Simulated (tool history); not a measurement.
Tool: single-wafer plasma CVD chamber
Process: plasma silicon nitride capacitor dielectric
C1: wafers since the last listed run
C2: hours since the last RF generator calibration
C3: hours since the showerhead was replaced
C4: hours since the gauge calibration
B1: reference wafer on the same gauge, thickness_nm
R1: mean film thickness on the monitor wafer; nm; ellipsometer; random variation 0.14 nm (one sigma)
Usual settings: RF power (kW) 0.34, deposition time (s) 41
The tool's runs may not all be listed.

Run 1, hour 0: usual settings but deposition time (s) 37.5; C1 0; C2 247.7; C3 6257.5; C4 1213.6; B1 49.7. Result: R1 48.24 nm.
Run 2, hour 73.9: usual settings but deposition time (s) 37.5; C1 2188; C2 321.6; C3 6331.4; C4 1287.5; B1 49.684. Result: R1 48.251 nm.
Run 3, hour 145.9: usual settings but deposition time (s) 34.7; C1 2132; C2 393.6; C3 6403.4; C4 1359.5; B1 49.704. Result: R1 44.572 nm.
Run 4, hour 219.1: usual settings but deposition time (s) 34.7; C1 2167; C2 466.8; C3 6476.6; C4 1432.7; B1 49.704. Result: R1 44.456 nm.
Run 5, hour 315.2: usual settings but deposition time (s) 34.7; C1 2846; C2 562.9; C3 6572.7; C4 1528.8; B1 49.678. Result: R1 44.437 nm.
Run 6, hour 401.6: usual settings; C1 2558; C2 649.3; C3 6659.1; C4 1615.2; B1 49.712. Result: R1 52.245 nm.
At hour 558.2: showerhead replaced.
Run 7, hour 656.3: usual settings; C1 7306; C2 904; C3 98.1; C4 1869.9; B1 49.726. Result: R1 52.184 nm.
At hour 713: RF generator calibrated.
Run 8, hour 721.1: usual settings; C1 1682; C2 8.1; C3 162.9; C4 1934.7; B1 49.697. Result: R1 52.614 nm.
Run 9, hour 861: usual settings; C1 4143; C2 148; C3 302.8; C4 2074.6; B1 49.675. Result: R1 53.01 nm.
Run 10, hour 907.1: usual settings; C1 1365; C2 194.1; C3 348.9; C4 2120.7; B1 49.691. Result: R1 52.947 nm.
Run 11, hour 946.5: usual settings but deposition time (s) 47.4; C1 1166; C2 233.5; C3 388.3; C4 2160.1; B1 49.709. Result: R1 61.373 nm.
At hour 957.4: gauge calibrated.
Run 12, hour 1011.1: usual settings but deposition time (s) 34.9; C1 1913; C2 298.1; C3 452.9; C4 53.7; B1 49.708. Result: R1 44.929 nm.
Run 13, hour 1085.3: usual settings but RF power (kW) 0.285, deposition time (s) 37.6; C1 2197; C2 372.3; C3 527.1; C4 127.9; B1 49.714. Result: R1 46.139 nm.
Run 14, hour 1187.9: usual settings but RF power (kW) 0.405; C1 3038; C2 474.9; C3 629.7; C4 230.5; B1 49.727. Result: R1 54.907 nm.

Forecast run 15:
Run 15, hour 1264.5: usual settings; C1 2268; C2 551.5; C3 706.3; C4 307.1; B1 ?. Result: R1 ?.

Run 15 gave B1 49.699, R1 52.401 nm.
Without the tool's hidden state the same run would have given R1 52.821 nm.
